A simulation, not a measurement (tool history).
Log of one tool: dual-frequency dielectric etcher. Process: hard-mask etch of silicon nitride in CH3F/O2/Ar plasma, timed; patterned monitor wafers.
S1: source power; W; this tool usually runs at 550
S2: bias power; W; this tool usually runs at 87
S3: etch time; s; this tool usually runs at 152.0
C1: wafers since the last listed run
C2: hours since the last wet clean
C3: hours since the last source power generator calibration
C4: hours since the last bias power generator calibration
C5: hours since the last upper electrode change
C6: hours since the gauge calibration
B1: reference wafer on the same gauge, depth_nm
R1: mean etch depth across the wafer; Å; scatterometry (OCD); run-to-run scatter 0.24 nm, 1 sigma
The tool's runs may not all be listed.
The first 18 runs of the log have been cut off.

run	day	S1	S2	S3	C1	C2	C3	C4	C5	C6	B1	R1
# day 9.775: wet clean of the chamber
19	9.796	550	105	175.5	76	0.5	199.5	179.4	177.5	42.2	133.1	1436
20	9.808	630	87	152.0	1	0.8	199.8	179.7	177.8	42.5	133.1	1228
21	10.117	550	87	152.0	35	8.2	207.2	187.1	185.2	49.9	133.0	1170
22	10.650	550	87	152.0	61	21.0	220.0	199.9	198.0	62.7	133.0	1169
23	11.354	490	87	152.0	81	37.9	236.9	216.8	214.9	79.6	133.0	1132
24	12.050	600	87	152.0	80	54.6	253.6	233.5	231.6	96.3	133.1	1206
25	12.775	600	68	126.5	83	72.0	271.0	250.9	249.0	113.7	133.0	933
26	13.371	550	87	152.0	68	86.3	285.3	265.2	263.3	128.0	133.0	1169
27	13.683	550	87	152.0	36	93.8	292.8	272.7	270.8	135.5	132.9	1169
28	13.954	550	101	152.0	31	100.3	299.3	279.2	277.3	142.0	132.9	1232
29	14.525	440	106	183.5	65	114.0	313.0	292.9	291.0	155.7	133.0	1402
30	14.817	550	87	152.0	33	121.0	320.0	299.9	298.0	162.7	133.1	1166

Alternative continuations, all from the tool just after run 30; predict every row:
A	14.838	550	87	121.5	2	121.5	320.5	300.4	298.5	163.2	?	?
B	14.838	650	87	152.0	2	121.5	320.5	300.4	298.5	163.2	?	?
C	14.838	550	99	113.0	2	121.5	320.5	300.4	298.5	163.2	?	?
D	14.838	550	94	152.0	2	121.5	320.5	300.4	298.5	163.2	?	?

run	B1	R1
A	133.2	936
B	133.2	1238
C	133.2	906
D	133.2	1199
With no hidden state in the tool, these same runs would have given:
run	R1
A	936
B	1238
C	906
D	1199

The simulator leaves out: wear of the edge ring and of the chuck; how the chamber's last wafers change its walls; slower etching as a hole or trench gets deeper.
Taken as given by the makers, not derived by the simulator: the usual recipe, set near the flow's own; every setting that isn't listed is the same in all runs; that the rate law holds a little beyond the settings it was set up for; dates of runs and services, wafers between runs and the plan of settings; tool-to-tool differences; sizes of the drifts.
